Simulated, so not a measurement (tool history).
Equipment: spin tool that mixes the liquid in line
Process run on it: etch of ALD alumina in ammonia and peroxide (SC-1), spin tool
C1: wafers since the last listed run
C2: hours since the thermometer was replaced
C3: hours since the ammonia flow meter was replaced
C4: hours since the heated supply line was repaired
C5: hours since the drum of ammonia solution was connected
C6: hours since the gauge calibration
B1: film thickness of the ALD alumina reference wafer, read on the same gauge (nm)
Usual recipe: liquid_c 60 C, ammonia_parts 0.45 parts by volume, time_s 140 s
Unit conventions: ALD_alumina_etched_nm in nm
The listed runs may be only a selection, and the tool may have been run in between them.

Run 1, day 0: usual settings but time_s 200 s; C1 0; C2 2179.4; C3 2.4; C4 3343.3; C5 53.8; C6 1007.4; B1 149.99. Result: ALD_alumina_etched_nm 19.35 nm.
Run 2, day 2.088: usual settings; C1 450; C2 2229.5; C3 52.5; C4 3393.4; C5 103.9; C6 1057.5; B1 149.99. Result: ALD_alumina_etched_nm 13.48 nm.
Run 3, day 4.092: usual settings; C1 432; C2 2277.6; C3 100.6; C4 3441.5; C5 152; C6 1105.6; B1 150. Result: ALD_alumina_etched_nm 13.68 nm.
Run 4, day 5.496: usual settings; C1 302; C2 2311.3; C3 134.3; C4 3475.2; C5 185.7; C6 1139.3; B1 150. Result: ALD_alumina_etched_nm 13.66 nm.
Run 5, day 6.7: usual settings; C1 259; C2 2340.2; C3 163.2; C4 3504.1; C5 214.6; C6 1168.2; B1 149.99. Result: ALD_alumina_etched_nm 13.47 nm.
At day 7.867: gauge calibrated.
Run 6, day 9.158: usual settings; C1 530; C2 2399.2; C3 222.2; C4 3563.1; C5 273.6; C6 31; B1 150. Result: ALD_alumina_etched_nm 13.42 nm.
Run 7, day 11.838: usual settings; C1 577; C2 2463.5; C3 286.5; C4 3627.4; C5 337.9; C6 95.3; B1 150.01. Result: ALD_alumina_etched_nm 13.6 nm.
Run 8, day 14.479: usual settings; C1 569; C2 2526.9; C3 349.9; C4 3690.8; C5 401.3; C6 158.7; B1 150.01. Result: ALD_alumina_etched_nm 13.7 nm.
Run 9, day 16.796: usual settings but liquid_c 50 C, ammonia_parts 0.5 parts by volume; C1 499; C2 2582.5; C3 405.5; C4 3746.4; C5 456.9; C6 214.3; B1 150.02. Result: ALD_alumina_etched_nm 8.21 nm.
Run 10, day 19.533: usual settings but ammonia_parts 0.65 parts by volume, time_s 90 s; C1 590; C2 2648.2; C3 471.2; C4 3812.1; C5 522.6; C6 280; B1 149.98. Result: ALD_alumina_etched_nm 9.07 nm.
At day 19.929: thermometer replaced.
Run 11, day 21.754: usual settings but liquid_c 66 C, ammonia_parts 0.55 parts by volume, time_s 85 s; C1 470; C2 43.8; C3 524.5; C4 3865.4; C5 575.9; C6 333.3; B1 150. Result: ALD_alumina_etched_nm 10.37 nm.
Run 12, day 23.654: usual settings but liquid_c 68.5 C, ammonia_parts 0.65 parts by volume, time_s 80 s; C1 409; C2 89.4; C3 570.1; C4 3911; C5 621.5; C6 378.9; B1 150.01. Result: ALD_alumina_etched_nm 11.09 nm.
Run 13, day 25.612: usual settings but liquid_c 55.5 C, ammonia_parts 0.6 parts by volume, time_s 215 s; C1 422; C2 136.4; C3 617.1; C4 3958; C5 668.5; C6 425.9; B1 150.01. Result: ALD_alumina_etched_nm 15.48 nm.
Run 14, day 28.2: usual settings but time_s 80 s; C1 558; C2 198.5; C3 679.2; C4 4020.1; C5 730.6; C6 488; B1 150.02. Result: ALD_alumina_etched_nm 7.09 nm.
At day 29.712: heated supply line repaired.
Run 15, day 30.1: usual settings but liquid_c 68.5 C; C1 400; C2 244.1; C3 724.8; C4 9.3; C5 776.2; C6 533.6; B1 150. Result: ALD_alumina_etched_nm 18.82 nm.
At day 30.479: ammonia flow meter replaced.
Run 16, day 31.833: usual settings but ammonia_parts 0.25 parts by volume, time_s 110 s; C1 364; C2 285.7; C3 32.5; C4 50.9; C5 817.8; C6 575.2; B1 150. Result: ALD_alumina_etched_nm 9.31 nm.
At day 32.317: new drum of ammonia solution connected.
Run 17, day 34.138: usual settings but liquid_c 69.5 C; C1 487; C2 341; C3 87.8; C4 106.2; C5 43.7; C6 630.5; B1 149.99. Result: ALD_alumina_etched_nm 19.8 nm.
Run 18, day 35.296: usual settings; C1 249; C2 368.8; C3 115.6; C4 134; C5 71.5; C6 658.3; B1 149.99. Result: ALD_alumina_etched_nm 12.49 nm.
Run 19, day 37.921: usual settings but time_s 200 s; C1 566; C2 431.8; C3 178.6; C4 197; C5 134.5; C6 721.3; B1 150. Result: ALD_alumina_etched_nm 17.95 nm.
Run 20, day 39.867: usual settings but liquid_c 65 C, ammonia_parts 0.65 parts by volume; C1 419; C2 478.5; C3 225.3; C4 243.7; C5 181.2; C6 768; B1 150.02. Result: ALD_alumina_etched_nm 16.72 nm.
Run 21, day 41.438: usual settings but time_s 200 s; C1 338; C2 516.2; C3 263; C4 281.4; C5 218.9; C6 805.7; B1 149.99. Result: ALD_alumina_etched_nm 17.93 nm.
Run 22, day 42.638: usual settings but liquid_c 53 C, ammonia_parts 0.35 parts by volume, time_s 185 s; C1 258; C2 545; C3 291.8; C4 310.2; C5 247.7; C6 834.5; B1 150. Result: ALD_alumina_etched_nm 11.23 nm.
Run 23, day 44.25: usual settings but ammonia_parts 0.35 parts by volume, time_s 210 s; C1 347; C2 583.7; C3 330.5; C4 348.9; C5 286.4; C6 873.2; B1 150. Result: ALD_alumina_etched_nm 18.58 nm.
Run 24, day 46.588: usual settings but ammonia_parts 0.35 parts by volume, time_s 75 s; C1 504; C2 639.8; C3 386.6; C4 405; C5 342.5; C6 929.3; B1 150.01. Result: ALD_alumina_etched_nm 6.54 nm.

For each entry between runs, how does the tool's hidden state at the last listed run before it compare with that at the first listed run after it?
Logged between run 5 and run 6: gauge calibrated (day 7.867)
  liquid hotter than its thermometer reads (K): 2.32 -> 2.37
  measured minus no-state result, ALD_alumina_etched_nm: +1.51 -> +1.53 nm
Logged between run 10 and run 11: thermometer replaced (day 19.929)
  liquid hotter than its thermometer reads (K): 2.59 -> 0.409
  measured minus no-state result, ALD_alumina_etched_nm: +1.12 -> +0.2 nm
Logged between run 14 and run 15: heated supply line repaired (day 29.712)
  liquid hotter than its thermometer reads (K): 0.542 -> 0.581
  measured minus no-state result, ALD_alumina_etched_nm: +0.19 -> +0.52 nm
Logged between run 15 and run 16: ammonia flow meter replaced (day 30.479)
  liquid hotter than its thermometer reads (K): 0.581 -> 0.617
  measured minus no-state result, ALD_alumina_etched_nm: +0.52 -> +0.29 nm
Logged between run 16 and run 17: new drum of ammonia solution connected (day 32.317)
  liquid hotter than its thermometer reads (K): 0.617 -> 0.665
  measured minus no-state result, ALD_alumina_etched_nm: +0.29 -> +0.62 nm
